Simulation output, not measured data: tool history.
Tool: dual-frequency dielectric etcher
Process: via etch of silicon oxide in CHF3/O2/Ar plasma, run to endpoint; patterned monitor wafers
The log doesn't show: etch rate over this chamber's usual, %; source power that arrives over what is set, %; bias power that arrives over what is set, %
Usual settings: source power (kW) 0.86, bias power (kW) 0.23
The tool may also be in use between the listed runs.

run    hour  source power (kW)  bias power (kW)  wafers since the last listed run  hours since the last wet clean  hours since the last source power generator calibration  hours since the last bias power generator calibration  hours since the last upper electrode change  incoming incoming film thickness, nm  endpoint time (s)
  1       0               0.86             0.23                                 0                           182.1                                                   2608.2                                                 2092.8                                       2033.7                                   681              282.3
  2    91.4               0.86            0.213                               434                           273.5                                                   2699.6                                                 2184.2                                       2125.1                                 674.8              284.1
  3   185.3               0.76             0.23                               446                           367.4                                                   2793.5                                                 2278.1                                         2219                                   673                297
  4   212.4               0.86             0.25                               128                           394.5                                                   2820.6                                                 2305.2                                       2246.1                                   671              268.8
  5   240.9               0.86             0.25                               135                             423                                                   2849.1                                                 2333.7                                       2274.6                                 678.6              272.2
      292.5  -- upper electrode replaced
  6     293               0.86             0.25                               133                           475.1                                                   2901.2                                                 2385.8                                          0.5                                 674.1              269.5
  7   293.5               0.86             0.23                                 2                           475.6                                                   2901.7                                                 2386.3                                            1                                 679.3              277.4
  8     306               0.86             0.23                                59                           488.1                                                   2914.2                                                 2398.8                                         13.5                                 676.5              275.6
      352.8  -- wet clean of the chamber
  9   370.9               0.86             0.23                               194                            18.1                                                   2979.1                                                 2463.7                                         78.4                                 675.7                284
 10     401               0.86             0.23                               143                            48.2                                                   3009.2                                                 2493.8                                        108.5                                 684.7              286.1
 11   423.7               0.86             0.23                               108                            70.9                                                   3031.9                                                 2516.5                                        131.2                                 672.2              281.3
 12   455.2               0.86             0.23                               149                           102.4                                                   3063.4                                                   2548                                        162.7                                 675.6              281.2
 13     470               0.86             0.23                                70                           117.2                                                   3078.2                                                 2562.8                                        177.5                                 678.6              282.5
 14   492.1               0.86             0.23                               105                           139.3                                                   3100.3                                                 2584.9                                        199.6                                 677.6              281.8
      557.4  -- bias power generator calibrated
 15   580.8               0.86             0.23                               403                             228                                                     3189                                                   23.4                                        288.3                                 679.1              280.6
 16   660.6               0.98             0.23                               379                           307.8                                                   3268.8                                                  103.2                                        368.1                                 673.2              258.5
 17   674.9               0.86             0.23                                68                           322.1                                                   3283.1                                                  117.5                                        382.4                                 674.6              277.3
      710.2  -- source power generator calibrated
 18   710.7               0.94            0.181                               151                           357.9                                                      0.5                                                  153.3                                        418.2                                 685.7                290
 19     729               0.92             0.19                                87                           376.2                                                     18.8                                                  171.6                                        436.5                                 675.2              287.5
 20   762.3               0.71             0.19                               158                           409.5                                                     52.1                                                  204.9                                        469.8                                 673.1              330.6
 21   794.6               0.86             0.28                               153                           441.8                                                     84.4                                                  237.2                                        502.1                                 676.3              270.2
 22   815.2                  1            0.254                                98                           462.4                                                      105                                                  257.8                                        522.7                                 671.3              253.1
 23   866.7               0.76             0.23                               245                           513.9                                                    156.5                                                  309.3                                        574.2                                 684.1              307.2
 24   883.6               0.86            0.208                                80                           530.8                                                    173.4                                                  326.2                                        591.1                                 672.9              287.2
      927.5  -- wet clean of the chamber
 25     928               0.92            0.249                                97                             0.5                                                    217.8                                                  370.6                                        635.5                                 672.7              275.2
 26   938.2               0.97            0.194                                48                            10.7                                                      228                                                  380.8                                        645.7                                 689.1              289.3
 27   961.9               0.86             0.23                               112                            34.4                                                    251.7                                                  404.5                                        669.4                                 675.2              291.4
 28   978.7               0.93             0.25                                79                            51.2                                                    268.5                                                  421.3                                        686.2                                 683.2              274.8
 29  1002.8               0.71            0.195                               114                            75.3                                                    292.6                                                  445.4                                        710.3                                 678.3              340.2
 30  1031.1               0.66            0.257                               134                           103.6                                                    320.9                                                  473.7                                        738.6                                 675.1              331.7
 31  1058.7               0.86             0.23                               131                           131.2                                                    348.5                                                  501.3                                        766.2                                 676.6              290.2
 32  1077.9               0.79             0.23                                91                           150.4                                                    367.7                                                  520.5                                        785.4                                 675.3              304.1
 33  1100.6               0.79             0.21                               108                           173.1                                                    390.4                                                  543.2                                        808.1                                 685.3              313.9
 34  1135.1               0.97            0.251                               164                           207.6                                                    424.9                                                  577.7                                        842.6                                 668.6              259.2
 35  1161.5               0.95            0.248                               125                             234                                                    451.3                                                  604.1                                          869                                 667.8              263.2
 36  1185.6               0.74            0.277                               114                           258.1                                                    475.4                                                  628.2                                        893.1                                 683.7              304.9

Forecast each of these 3 alternatives for the next run:
  A  1186.1               0.86             0.23                                 2                           258.6                                                    475.9                                                  628.7                                        893.6                                 675.3                  ?
  B  1186.1               0.95            0.212                                 2                           258.6                                                    475.9                                                  628.7                                        893.6                                 675.3                  ?
  C  1186.1               0.69            0.208                                 2                           258.6                                                    475.9                                                  628.7                                        893.6                                 675.3                  ?

run  endpoint time (s)
  A              285.7
  B              275.3
  C              334.5
Without the tool's hidden state the same runs would have given:
run  endpoint time (s)
  A              289.5
  B                279
  C              338.9

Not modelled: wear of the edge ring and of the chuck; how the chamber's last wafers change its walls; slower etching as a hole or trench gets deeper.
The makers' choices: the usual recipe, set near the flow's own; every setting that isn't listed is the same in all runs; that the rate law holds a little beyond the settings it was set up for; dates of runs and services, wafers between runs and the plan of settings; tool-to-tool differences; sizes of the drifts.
